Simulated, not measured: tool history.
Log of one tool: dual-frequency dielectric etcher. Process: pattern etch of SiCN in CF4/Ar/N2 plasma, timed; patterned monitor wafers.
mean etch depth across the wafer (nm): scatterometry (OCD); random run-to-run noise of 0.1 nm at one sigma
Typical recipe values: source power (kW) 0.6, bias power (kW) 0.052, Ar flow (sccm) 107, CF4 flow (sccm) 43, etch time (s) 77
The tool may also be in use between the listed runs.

| run | hour | source power (kW) | bias power (kW) | Ar flow (sccm) | CF4 flow (sccm) | etch time (s) | read-back reference wafer on the same gauge, depth_nm | mean etch depth across the wafer (nm) |
|---|---|---|---|---|---|---|---|---|
| 1 | 0 | 0.6 | 0.052 | 107 | 43 | 77 | 61.6 | 65.4 |
| 2 | 7.5 | 0.6 | 0.052 | 107 | 43 | 77 | 61.6 | 65.3 |
| 3 | 19 | 0.65 | 0.052 | 107 | 43 | 77 | 61.6 | 70.9 |
| 4 | 31.7 | 0.51 | 0.052 | 107 | 43 | 77 | 61.6 | 54.8 |
| 5 | 43 | 0.51 | 0.052 | 107 | 43 | 77 | 61.6 | 54.7 |
| 6 | 52.2 | 0.51 | 0.052 | 107 | 43 | 77 | 61.6 | 54.7 |
|  | 59.8 | Ar flow controller replaced |
|  | 62.1 | bias power generator calibrated |
| 7 | 70.1 | 0.6 | 0.052 | 107 | 43 | 66 | 61.6 | 55.6 |
| 8 | 77.2 | 0.6 | 0.052 | 107 | 43 | 66 | 61.6 | 55.6 |
| 9 | 90 | 0.6 | 0.058 | 87 | 43 | 77 | 61.6 | 72.1 |
|  | 100.1 | source power generator calibrated |
| 10 | 107.1 | 0.6 | 0.058 | 87 | 43 | 77 | 61.6 | 72 |
|  | 107.9 | gauge calibrated |
|  | 122.6 | CF4 flow controller replaced |
|  | 136.4 | wet clean of the chamber |
|  | 140.7 | upper electrode replaced |
| 11 | 141.2 | 0.54 | 0.052 | 100 | 37 | 77 | 61.6 | 60.7 |
| 12 | 141.6 | 0.66 | 0.064 | 91 | 50 | 77 | 61.6 | 86.9 |
| 13 | 141.9 | 0.6 | 0.052 | 107 | 43 | 77 | 61.6 | 67.5 |
| 14 | 142.2 | 0.6 | 0.052 | 107 | 43 | 77 | 61.6 | 67.5 |
| 15 | 154.7 | 0.67 | 0.048 | 107 | 36 | 77 | 61.6 | 71.7 |
| 16 | 161.2 | 0.6 | 0.043 | 92 | 34 | 99 | 61.6 | 81.4 |
| 17 | 172.8 | 0.6 | 0.04 | 99 | 43 | 77 | 61.6 | 61.6 |
| 18 | 179.3 | 0.6 | 0.052 | 107 | 43 | 77 | 61.6 | 67.4 |
| 19 | 197.2 | 0.69 | 0.059 | 86 | 43 | 63.5 | 61.6 | 72 |
| 20 | 208.7 | 0.6 | 0.062 | 107 | 43 | 77 | 61.6 | 72.6 |
| 21 | 219.5 | 0.47 | 0.057 | 132 | 47 | 77 | 61.6 | 51.4 |
| 22 | 234.6 | 0.71 | 0.046 | 94 | 35 | 77 | 61.6 | 77 |

Some steps in mean etch depth across the wafer (nm), run to run, broken into two amounts with sign: the step expected even without the hidden condition (settings, incoming material, random variation), and the rest, left for the hidden condition together with whatever gauge scatter is not in both the measured and the hidden-condition-free result:
Unlogged tool condition in this case: etch rate over this chamber's usual, %; source power that arrives over what is set, %; bias power that arrives over what is set, %; Ar flow that arrives over what is set, %; CF4 flow that arrives over what is set, %; gauge reads high (%).
Run 8 -> 9: bias power (kW) 0.052 -> 0.058, Ar flow (sccm) 107 -> 87, etch time (s) 66 -> 77. mean etch depth across the wafer (nm) +16.5: hidden state -0.7, all else +17.2.
Run 10 -> 11: source power (kW) 0.6 -> 0.54, bias power (kW) 0.058 -> 0.052, Ar flow (sccm) 87 -> 100, CF4 flow (sccm) 43 -> 37, gauge calibrated, CF4 flow controller replaced, wet clean of the chamber, upper electrode replaced. mean etch depth across the wafer (nm) -11.3: hidden state +3.1, all else -14.4.
Run 11 -> 12: source power (kW) 0.54 -> 0.66, bias power (kW) 0.052 -> 0.064, Ar flow (sccm) 100 -> 91, CF4 flow (sccm) 37 -> 50. mean etch depth across the wafer (nm) +26.2: hidden state +0.1, all else +26.1.
Run 21 -> 22: source power (kW) 0.47 -> 0.71, bias power (kW) 0.057 -> 0.046, Ar flow (sccm) 132 -> 94, CF4 flow (sccm) 47 -> 35. mean etch depth across the wafer (nm) +25.6: hidden state -0.1, all else +25.7.
